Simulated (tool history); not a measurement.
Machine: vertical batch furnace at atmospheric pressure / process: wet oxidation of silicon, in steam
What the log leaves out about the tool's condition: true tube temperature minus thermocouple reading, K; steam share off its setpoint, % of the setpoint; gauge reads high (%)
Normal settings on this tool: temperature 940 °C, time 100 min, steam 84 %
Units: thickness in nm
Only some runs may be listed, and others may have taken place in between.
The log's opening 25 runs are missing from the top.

run,hour,temperature,time,steam,wafers since the last listed run,hours since the last temperature calibration,hours since the steam generator was serviced,hours since the gauge calibration,"read-back reference wafer on the same gauge, thickness",thickness
26,1855.4,940,100,84,1139,757.2,384.3,148.2,317.96,332.46
27,1898.8,923,100,79,533,800.6,427.7,191.6,318.16,275.81
28,1980.3,925,69.5,87,1002,882.1,509.2,273.1,317.96,231.24
29,2017.2,940,56,92,453,919,546.1,310,318.12,234.21
30,2117.5,940,100,72,1233,1019.3,646.4,410.3,318.08,296.26
31,2216.1,957,62.5,92,1212,1117.9,745,508.9,318.09,292.3
32,2307.3,940,100,93,1121,1209.1,836.2,600.1,318.05,356.97
33,2367.1,923,100,80,735,1268.9,896,659.9,318.03,277.93
34,2441.5,940,100,84,915,1343.3,970.4,734.3,317.78,331.84
35,2515,940,69.5,96,904,1416.8,1043.9,807.8,318.04,281.2
36,2573.5,940,100,77,719,1475.3,1102.4,866.3,317.89,311.86
37,2624,925,118,92,621,1525.8,1152.9,916.8,317.97,349.61

Predict each of these 5 candidate next runs independently; none follows another, all start after run 37:
A,2630.2,940,100,74,76,1532,1159.1,923,?,?
B,2630.2,957,56.5,73,76,1532,1159.1,923,?,?
C,2630.2,940,125.5,76,76,1532,1159.1,923,?,?
D,2630.2,940,141.5,84,76,1532,1159.1,923,?,?
E,2630.2,940,75.5,76,76,1532,1159.1,923,?,?

run,"read-back reference wafer on the same gauge, thickness",thickness
A,317.96,303.98
B,317.96,233.08
C,317.96,363.43
D,317.96,423.72
E,317.96,253.96
Stripped of hidden state, with their random variation kept, the same runs would have yielded:
run,thickness
A,303.98
B,233.08
C,363.43
D,423.72
E,253.96

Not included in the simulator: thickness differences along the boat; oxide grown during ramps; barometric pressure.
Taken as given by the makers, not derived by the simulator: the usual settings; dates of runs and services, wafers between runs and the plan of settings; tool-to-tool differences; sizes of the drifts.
